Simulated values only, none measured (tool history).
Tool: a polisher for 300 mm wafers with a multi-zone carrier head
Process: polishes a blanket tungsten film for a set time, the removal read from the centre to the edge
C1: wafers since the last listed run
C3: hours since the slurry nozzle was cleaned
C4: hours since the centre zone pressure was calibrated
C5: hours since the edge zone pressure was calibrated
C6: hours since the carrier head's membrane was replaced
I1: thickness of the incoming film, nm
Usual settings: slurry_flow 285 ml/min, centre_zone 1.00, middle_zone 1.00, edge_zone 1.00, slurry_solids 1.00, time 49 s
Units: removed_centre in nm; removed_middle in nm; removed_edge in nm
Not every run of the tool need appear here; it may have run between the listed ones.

Run 1, hour 0.0: usual settings but centre_zone 1.08, middle_zone 1.04, slurry_solids 1.25, time 65 s; C1 0; wafers polished on this pad 260; C3 150.7; C4 1035.6; C5 807.2; C6 1730.8; I1 888.1. Result: removed_centre 444.5 nm, removed_middle 432.7 nm, removed_edge 421.5 nm.
At hour 8.2: centre zone pressure recalibrated.
At hour 22.0: edge zone pressure recalibrated.
Run 2, hour 43.9: usual settings but centre_zone 0.92, middle_zone 0.90, time 54 s; C1 332; wafers polished on this pad 593; C3 194.6; C4 35.7; C5 21.9; C6 1774.7; I1 883.0. Result: removed_centre 290.7 nm, removed_middle 290.1 nm, removed_edge 317.8 nm.
Run 3, hour 77.7: usual settings but centre_zone 1.07, time 59 s; C1 281; wafers polished on this pad 874; C3 228.4; C4 69.5; C5 55.7; C6 1808.5; I1 875.4. Result: removed_centre 360.1 nm, removed_middle 335.1 nm, removed_edge 340.3 nm.
Run 4, hour 113.4: usual settings but slurry_solids 1.15; C1 297; wafers polished on this pad 1172; C3 264.1; C4 105.2; C5 91.4; C6 1844.2; I1 879.0. Result: removed_centre 288.9 nm, removed_middle 293.3 nm, removed_edge 289.0 nm.
Run 5, hour 152.5: usual settings but centre_zone 0.92; C1 325; wafers polished on this pad 1497; C3 303.2; C4 144.3; C5 130.5; C6 1883.3; I1 889.1. Result: removed_centre 257.7 nm, removed_middle 273.2 nm, removed_edge 278.2 nm.
Run 6, hour 211.6: usual settings; C1 492; wafers polished on this pad 1990; C3 362.3; C4 203.4; C5 189.6; C6 1942.4; I1 865.3. Result: removed_centre 262.8 nm, removed_middle 266.8 nm, removed_edge 275.8 nm.
At hour 263.7: carrier head's membrane replaced by a new one.
At hour 319.5: slurry nozzle cleaned.
Run 7, hour 366.6: usual settings; C1 1241; wafers polished on this pad 3231; C3 47.1; C4 358.4; C5 344.6; C6 102.9; I1 874.8. Result: removed_centre 262.7 nm, removed_middle 266.0 nm, removed_edge 267.9 nm.
At hour 414.6: worn pad replaced by a new one.
Run 8, hour 434.2: usual settings but middle_zone 1.07, slurry_solids 0.90; C1 529; wafers polished on this pad 163; C3 114.7; C4 426.0; C5 412.2; C6 170.5; I1 884.8. Result: removed_centre 281.9 nm, removed_middle 298.0 nm, removed_edge 287.8 nm.
Run 9, hour 475.6: usual settings but centre_zone 1.04, middle_zone 0.90, slurry_solids 1.10; C1 344; wafers polished on this pad 508; C3 156.1; C4 467.4; C5 453.6; C6 211.9; I1 869.0. Result: removed_centre 307.1 nm, removed_middle 266.7 nm, removed_edge 297.4 nm.
Run 10, hour 505.3: usual settings; C1 247; wafers polished on this pad 755; C3 185.8; C4 497.1; C5 483.3; C6 241.6; I1 881.9. Result: removed_centre 277.0 nm, removed_middle 280.9 nm, removed_edge 288.1 nm.
Run 11, hour 560.0: usual settings but slurry_flow 200 ml/min; C1 455; wafers polished on this pad 1211; C3 240.5; C4 551.8; C5 538.0; C6 296.3; I1 878.9. Result: removed_centre 233.3 nm, removed_middle 240.8 nm, removed_edge 255.3 nm.
Run 12, hour 597.3: usual settings but centre_zone 1.08, middle_zone 0.93, slurry_solids 0.70; C1 310; wafers polished on this pad 1521; C3 277.8; C4 589.1; C5 575.3; C6 333.6; I1 873.3. Result: removed_centre 255.9 nm, removed_middle 228.4 nm, removed_edge 245.4 nm.
Run 13, hour 640.1: usual settings but centre_zone 1.07, time 59 s; C1 356; wafers polished on this pad 1878; C3 320.6; C4 631.9; C5 618.1; C6 376.4; I1 881.2. Result: removed_centre 341.1 nm, removed_middle 322.4 nm, removed_edge 324.9 nm.
Run 14, hour 703.7: usual settings; C1 529; wafers polished on this pad 2408; C3 384.2; C4 695.5; C5 681.7; C6 440.0; I1 865.8. Result: removed_centre 269.5 nm, removed_middle 267.9 nm, removed_edge 271.1 nm.
Run 15, hour 737.0: usual settings but slurry_flow 190 ml/min, middle_zone 1.09, slurry_solids 1.25, time 63 s; C1 277; wafers polished on this pad 2685; C3 417.5; C4 728.8; C5 715.0; C6 473.3; I1 891.4. Result: removed_centre 298.9 nm, removed_middle 328.3 nm, removed_edge 326.5 nm.
Run 16, hour 795.4: usual settings but slurry_flow 210 ml/min, centre_zone 1.04, middle_zone 0.89; C1 486; wafers polished on this pad 3172; C3 475.9; C4 787.2; C5 773.4; C6 531.7; I1 886.0. Result: removed_centre 244.8 nm, removed_middle 216.3 nm, removed_edge 247.0 nm.
At hour 810.2: slurry nozzle cleaned.
Run 17, hour 865.9: usual settings; C1 578; wafers polished on this pad 3750; C3 55.7; C4 857.7; C5 843.9; C6 602.2; I1 887.9. Result: removed_centre 262.1 nm, removed_middle 260.8 nm, removed_edge 268.9 nm.
Run 18, hour 906.7: usual settings but middle_zone 0.88; C1 339; wafers polished on this pad 4090; C3 96.5; C4 898.5; C5 884.7; C6 643.0; I1 891.7. Result: removed_centre 258.1 nm, removed_middle 234.3 nm, removed_edge 267.0 nm.
At hour 917.9: worn pad replaced by a new one.
Run 19, hour 966.1: usual settings but edge_zone 0.97; C1 461; wafers polished on this pad 401; C3 155.9; C4 957.9; C5 944.1; C6 702.4; I1 876.1. Result: removed_centre 292.1 nm, removed_middle 289.7 nm, removed_edge 299.6 nm.
At hour 1025.5: centre zone pressure recalibrated.
Run 20, hour 1038.0: usual settings; C1 582; wafers polished on this pad 983; C3 227.8; C4 12.5; C5 1016.0; C6 774.3; I1 878.7. Result: removed_centre 281.4 nm, removed_middle 284.7 nm, removed_edge 285.6 nm.

Predict each of these 5 candidate next runs independently; none follows another, all start after run 20:
Run A, hour 1038.4: usual settings but centre_zone 1.09; C1 3; wafers polished on this pad 987; C3 228.2; C4 12.9; C5 1016.4; C6 774.7; I1 881.7. Result: removed_centre ?, removed_middle ?, removed_edge ?.
Run B, hour 1038.4: usual settings but centre_zone 1.10, middle_zone 0.91; C1 3; wafers polished on this pad 987; C3 228.2; C4 12.9; C5 1016.4; C6 774.7; I1 881.7. Result: removed_centre ?, removed_middle ?, removed_edge ?.
Run C, hour 1038.4: usual settings but slurry_flow 225 ml/min, middle_zone 0.92; C1 3; wafers polished on this pad 987; C3 228.2; C4 12.9; C5 1016.4; C6 774.7; I1 881.7. Result: removed_centre ?, removed_middle ?, removed_edge ?.
Run D, hour 1038.4: usual settings but middle_zone 1.05, edge_zone 0.96, slurry_solids 1.20, time 43 s; C1 3; wafers polished on this pad 987; C3 228.2; C4 12.9; C5 1016.4; C6 774.7; I1 881.7. Result: removed_centre ?, removed_middle ?, removed_edge ?.
Run E, hour 1038.4: usual settings but slurry_flow 365 ml/min, middle_zone 1.10, slurry_solids 0.85, time 57 s; C1 3; wafers polished on this pad 987; C3 228.2; C4 12.9; C5 1016.4; C6 774.7; I1 881.7. Result: removed_centre ?, removed_middle ?, removed_edge ?.

run  removed_centre  removed_middle  removed_edge
  A           304.5           281.2         289.3
  B           307.2           259.8         289.6
  C           258.5           245.0         275.3
  D           259.1           272.0         263.7
  E           321.3           349.5         328.2
The same runs, with their run-to-run variation unchanged, on a tool lacking any hidden condition would have given:
run  removed_centre  removed_middle  removed_edge
  A           328.2           303.0         311.7
  B           331.0           280.0         312.1
  C           278.6           264.0         296.6
  D           279.2           293.1         284.2
  E           346.2           376.6         353.7
